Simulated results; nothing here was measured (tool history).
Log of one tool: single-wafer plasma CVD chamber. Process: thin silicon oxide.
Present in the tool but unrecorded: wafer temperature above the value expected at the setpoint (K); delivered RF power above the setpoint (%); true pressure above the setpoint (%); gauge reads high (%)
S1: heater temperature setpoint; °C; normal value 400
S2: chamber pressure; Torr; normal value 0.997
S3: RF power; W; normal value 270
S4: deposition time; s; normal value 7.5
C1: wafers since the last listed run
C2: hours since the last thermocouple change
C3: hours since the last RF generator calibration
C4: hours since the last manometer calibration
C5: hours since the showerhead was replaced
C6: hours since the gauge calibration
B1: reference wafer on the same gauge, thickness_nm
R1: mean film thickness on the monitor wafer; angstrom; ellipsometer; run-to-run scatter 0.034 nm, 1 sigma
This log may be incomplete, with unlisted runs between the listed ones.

run   hour   S1     S2   S3    S4    C1      C2      C3      C4      C5     C6      B1      R1
  1      0  400  0.997  270  6.96     0  2450.1   969.8  1429.7    5438  377.2    18.7  155.46
  2   16.4  400  0.997  270   7.5   391  2466.5   986.2  1446.1  5454.4  393.6  18.707  167.76
  3   23.8  400  0.997  270   7.5   176  2473.9   993.6  1453.5  5461.8    401  18.689  167.25
  4   32.6  400   1.18  270   7.5   210  2482.7  1002.4  1462.3  5470.6  409.8  18.708  191.92
      43.6  -- gauge calibrated
      46.4  -- thermocouple changed; heater temperature recalibrated
  5   46.9  412  1.161  270   7.5   150     0.5  1016.7  1476.6  5484.9    3.3  18.696  189.61
      60.6  -- showerhead replaced
  6   61.1  415  1.151  270  6.79   147    14.7  1030.9  1490.8     0.5   17.5  18.699  170.31
  7   68.8  400  0.885  270   7.5   183    22.4  1038.6  1498.5     8.2   25.2  18.708  146.02
  8   86.5  400  1.161  305   7.5   422    40.1  1056.3  1516.2    25.9   42.9  18.696  195.98
  9   95.4  387  0.997  270  8.66   212      49  1065.2  1525.1    34.8   51.8  18.697  194.01
 10  103.3  400  1.243  270  6.29   188    56.9  1073.1    1533    42.7   59.7  18.704  165.16
 11  119.3  400  1.155  220   7.5   381    72.9  1089.1    1549    58.7   75.7  18.702  181.03
 12  129.2  400  0.997  230  6.85   236    82.8    1099  1558.9    68.6   85.6  18.699  147.12
 13    140  407  0.759  290  6.74   257    93.6  1109.8  1569.7    79.4   96.4  18.706  105.38
 14  152.2  411  0.997  230   7.5   291   105.8    1122  1581.9    91.6  108.6  18.703  160.11
       167  -- capacitance manometer re-zeroed and calibrated
 15  167.5  400  0.997  270   7.5   174   121.1  1137.3     0.5   106.9  123.9  18.705  167.52
 16  173.8  400  1.094  270  6.57   150   127.4  1143.6     6.8   113.2  130.2  18.709  159.01
 17  181.2  389  1.077  325   7.5   176   134.8    1151    14.2   120.6  137.6   18.71  188.43
     210.3  -- RF generator calibrated
 18  231.5  400  0.997  270   7.5  1009   185.1    21.2    64.5   170.9  187.9  18.701  169.87
 19  239.6  400   1.16  240  6.86   193   193.2    29.3    72.6     179    196  18.697  172.74
 20  267.5  400  0.997  270   7.5   665   221.1    57.2   100.5   206.9  223.9  18.696   169.5
 21  285.3  400  0.997  270   7.5   424   238.9      75   118.3   224.7  241.7    18.7  170.03
 22  297.4  395  0.837  270  6.17   288     251    87.1   130.4   236.8  253.8  18.689  113.44
 23    312  410  1.201  295  8.41   348   265.6   101.7     145   251.4  268.4  18.708  223.18
 24  325.2  400  0.997  270   7.5   315   278.8   114.9   158.2   264.6  281.6  18.695  170.24
 25  338.3  400  0.997  270   7.5   312   291.9     128   171.3   277.7  294.7  18.694  169.43
 26  353.8  400  0.997  235   7.5   369   307.4   143.5   186.8   293.2  310.2  18.705  164.99
 27  366.3  413  0.997  255   7.5   298   319.9     156   199.3   305.7  322.7  18.704  166.56
 28  381.5  413  0.997  310   7.5   362   335.1   171.2   214.5   320.9  337.9    18.7  173.46

Here are 5 independent what-if runs from the current tool condition. What would each one return?
  A  381.9  400  0.932  270   7.5   9  335.5  171.6  214.9  321.3  338.3   ?   ?
  B  381.9  400  0.997  295   7.5   9  335.5  171.6  214.9  321.3  338.3   ?   ?
  C  381.9  405  0.997  300   7.5   9  335.5  171.6  214.9  321.3  338.3   ?   ?
  D  381.9  400  0.902  250  6.36   9  335.5  171.6  214.9  321.3  338.3   ?   ?
  E  381.9  410  0.809  270   7.5   9  335.5  171.6  214.9  321.3  338.3   ?   ?

run      B1      R1
  A  18.698  157.18
  B  18.698   172.8
  C  18.698  172.94
  D  18.698  126.08
  E  18.698  129.64
Stripped of hidden state, with their random variation kept, the same runs would have yielded:
run      R1
  A  157.63
  B  173.28
  C  173.42
  D  126.45
  E  130.01
